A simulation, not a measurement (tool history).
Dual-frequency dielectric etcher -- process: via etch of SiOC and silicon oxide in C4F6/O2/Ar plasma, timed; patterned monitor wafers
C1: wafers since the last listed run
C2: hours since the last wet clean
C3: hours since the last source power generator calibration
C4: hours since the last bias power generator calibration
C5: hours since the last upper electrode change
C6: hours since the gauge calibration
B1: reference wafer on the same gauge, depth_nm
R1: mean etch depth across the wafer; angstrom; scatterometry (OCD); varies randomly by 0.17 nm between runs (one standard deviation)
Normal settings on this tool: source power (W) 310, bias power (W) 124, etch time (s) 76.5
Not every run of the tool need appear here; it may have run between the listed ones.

{"run": 1, "hour": 0.0, "source power (W)": 310, "bias power (W)": 136, "etch time (s)": 76.5, "C1": 0, "C2": 495.2, "C3": 4125.7, "C4": 3043.6, "C5": 3692.1, "C6": 134, "B1": 63.5, "R1": 730}
{"run": 2, "hour": 9.0, "source power (W)": 310, "bias power (W)": 136, "etch time (s)": 76.5, "C1": 87, "C2": 504.2, "C3": 4134.7, "C4": 3052.6, "C5": 3701.1, "C6": 143, "B1": 63.5, "R1": 733}
{"run": 3, "hour": 19.5, "source power (W)": 310, "bias power (W)": 136, "etch time (s)": 76.5, "C1": 102, "C2": 514.7, "C3": 4145.2, "C4": 3063.1, "C5": 3711.6, "C6": 153.5, "B1": 63.5, "R1": 731}
{"run": 4, "hour": 33.3, "source power (W)": 310, "bias power (W)": 117, "etch time (s)": 76.5, "C1": 134, "C2": 528.5, "C3": 4159, "C4": 3076.9, "C5": 3725.4, "C6": 167.3, "B1": 63.5, "R1": 687}
{"run": 5, "hour": 39.6, "source power (W)": 310, "bias power (W)": 108, "etch time (s)": 76.5, "C1": 61, "C2": 534.8, "C3": 4165.3, "C4": 3083.2, "C5": 3731.7, "C6": 173.6, "B1": 63.5, "R1": 664}
{"run": 6, "hour": 57.0, "source power (W)": 310, "bias power (W)": 124, "etch time (s)": 76.5, "C1": 169, "C2": 552.2, "C3": 4182.7, "C4": 3100.6, "C5": 3749.1, "C6": 191, "B1": 63.5, "R1": 704}
{"hour": 96.6, "done": "bias power generator calibrated"}
{"hour": 103.2, "done": "wet clean of the chamber"}
{"hour": 123.4, "done": "upper electrode replaced"}
{"run": 7, "hour": 123.9, "source power (W)": 280, "bias power (W)": 124, "etch time (s)": 58.5, "C1": 351, "C2": 20.7, "C3": 4249.6, "C4": 27.3, "C5": 0.5, "C6": 257.9, "B1": 63.5, "R1": 497}
{"run": 8, "hour": 124.2, "source power (W)": 280, "bias power (W)": 124, "etch time (s)": 58.5, "C1": 2, "C2": 21, "C3": 4249.9, "C4": 27.6, "C5": 0.8, "C6": 258.2, "B1": 63.5, "R1": 493}
{"run": 9, "hour": 124.6, "source power (W)": 280, "bias power (W)": 124, "etch time (s)": 58.5, "C1": 3, "C2": 21.4, "C3": 4250.3, "C4": 28, "C5": 1.2, "C6": 258.6, "B1": 63.5, "R1": 496}
{"hour": 138.9, "done": "source power generator calibrated"}
{"run": 10, "hour": 142.0, "source power (W)": 310, "bias power (W)": 124, "etch time (s)": 76.5, "C1": 130, "C2": 38.8, "C3": 3.1, "C4": 45.4, "C5": 18.6, "C6": 276, "B1": 63.5, "R1": 675}
{"run": 11, "hour": 148.5, "source power (W)": 310, "bias power (W)": 124, "etch time (s)": 76.5, "C1": 63, "C2": 45.3, "C3": 9.6, "C4": 51.9, "C5": 25.1, "C6": 282.5, "B1": 63.5, "R1": 674}
{"hour": 150.8, "done": "gauge calibrated"}
{"run": 12, "hour": 162.6, "source power (W)": 310, "bias power (W)": 124, "etch time (s)": 76.5, "C1": 137, "C2": 59.4, "C3": 23.7, "C4": 66, "C5": 39.2, "C6": 11.8, "B1": 63.5, "R1": 677}
{"run": 13, "hour": 171.5, "source power (W)": 330, "bias power (W)": 137, "etch time (s)": 95.5, "C1": 86, "C2": 68.3, "C3": 32.6, "C4": 74.9, "C5": 48.1, "C6": 20.7, "B1": 63.5, "R1": 903}
{"run": 14, "hour": 186.8, "source power (W)": 270, "bias power (W)": 98, "etch time (s)": 76.5, "C1": 148, "C2": 83.6, "C3": 47.9, "C4": 90.2, "C5": 63.4, "C6": 36, "B1": 63.5, "R1": 579}
{"run": 15, "hour": 196.6, "source power (W)": 310, "bias power (W)": 124, "etch time (s)": 76.5, "C1": 95, "C2": 93.4, "C3": 57.7, "C4": 100, "C5": 73.2, "C6": 45.8, "B1": 63.5, "R1": 676}
{"run": 16, "hour": 207.8, "source power (W)": 310, "bias power (W)": 124, "etch time (s)": 76.5, "C1": 108, "C2": 104.6, "C3": 68.9, "C4": 111.2, "C5": 84.4, "C6": 57, "B1": 63.5, "R1": 678}
{"run": 17, "hour": 222.8, "source power (W)": 370, "bias power (W)": 136, "etch time (s)": 54.5, "C1": 145, "C2": 119.6, "C3": 83.9, "C4": 126.2, "C5": 99.4, "C6": 72, "B1": 63.5, "R1": 534}
{"run": 18, "hour": 240.0, "source power (W)": 310, "bias power (W)": 124, "etch time (s)": 96.5, "C1": 167, "C2": 136.8, "C3": 101.1, "C4": 143.4, "C5": 116.6, "C6": 89.2, "B1": 63.5, "R1": 859}
{"run": 19, "hour": 254.0, "source power (W)": 240, "bias power (W)": 96, "etch time (s)": 85, "C1": 136, "C2": 150.8, "C3": 115.1, "C4": 157.4, "C5": 130.6, "C6": 103.2, "B1": 63.5, "R1": 612}
{"run": 20, "hour": 265.6, "source power (W)": 260, "bias power (W)": 124, "etch time (s)": 57, "C1": 112, "C2": 162.4, "C3": 126.7, "C4": 169, "C5": 142.2, "C6": 114.8, "B1": 63.5, "R1": 474}
{"run": 21, "hour": 275.0, "source power (W)": 310, "bias power (W)": 124, "etch time (s)": 95.5, "C1": 91, "C2": 171.8, "C3": 136.1, "C4": 178.4, "C5": 151.6, "C6": 124.2, "B1": 63.5, "R1": 847}
{"run": 22, "hour": 281.9, "source power (W)": 310, "bias power (W)": 124, "etch time (s)": 76.5, "C1": 67, "C2": 178.7, "C3": 143, "C4": 185.3, "C5": 158.5, "C6": 131.1, "B1": 63.5, "R1": 681}
{"run": 23, "hour": 292.0, "source power (W)": 310, "bias power (W)": 124, "etch time (s)": 76.5, "C1": 98, "C2": 188.8, "C3": 153.1, "C4": 195.4, "C5": 168.6, "C6": 141.2, "B1": 63.5, "R1": 681}
{"run": 24, "hour": 300.6, "source power (W)": 290, "bias power (W)": 124, "etch time (s)": 96, "C1": 83, "C2": 197.4, "C3": 161.7, "C4": 204, "C5": 177.2, "C6": 149.8, "B1": 63.5, "R1": 833}
{"run": 25, "hour": 313.2, "source power (W)": 310, "bias power (W)": 124, "etch time (s)": 76.5, "C1": 122, "C2": 210, "C3": 174.3, "C4": 216.6, "C5": 189.8, "C6": 162.4, "B1": 63.5, "R1": 686}

3 options for the next run, each taken on its own from the tool as it stands now. Forecast them:
{"run": "A", "hour": 313.6, "source power (W)": 270, "bias power (W)": 124, "etch time (s)": 76.5, "C1": 3, "C2": 210.4, "C3": 174.7, "C4": 217, "C5": 190.2, "C6": 162.8, "B1": "?", "R1": "?"}
{"run": "B", "hour": 313.6, "source power (W)": 280, "bias power (W)": 147, "etch time (s)": 76.5, "C1": 3, "C2": 210.4, "C3": 174.7, "C4": 217, "C5": 190.2, "C6": 162.8, "B1": "?", "R1": "?"}
{"run": "C", "hour": 313.6, "source power (W)": 310, "bias power (W)": 152, "etch time (s)": 91, "C1": 3, "C2": 210.4, "C3": 174.7, "C4": 217, "C5": 190.2, "C6": 162.8, "B1": "?", "R1": "?"}

run=A B1=63.5 R1=647
run=B B1=63.5 R1=706
run=C B1=63.5 R1=885
With the hidden condition removed and each run's random variation left untouched, the same runs would have given:
run=A R1=641
run=B R1=699
run=C R1=876
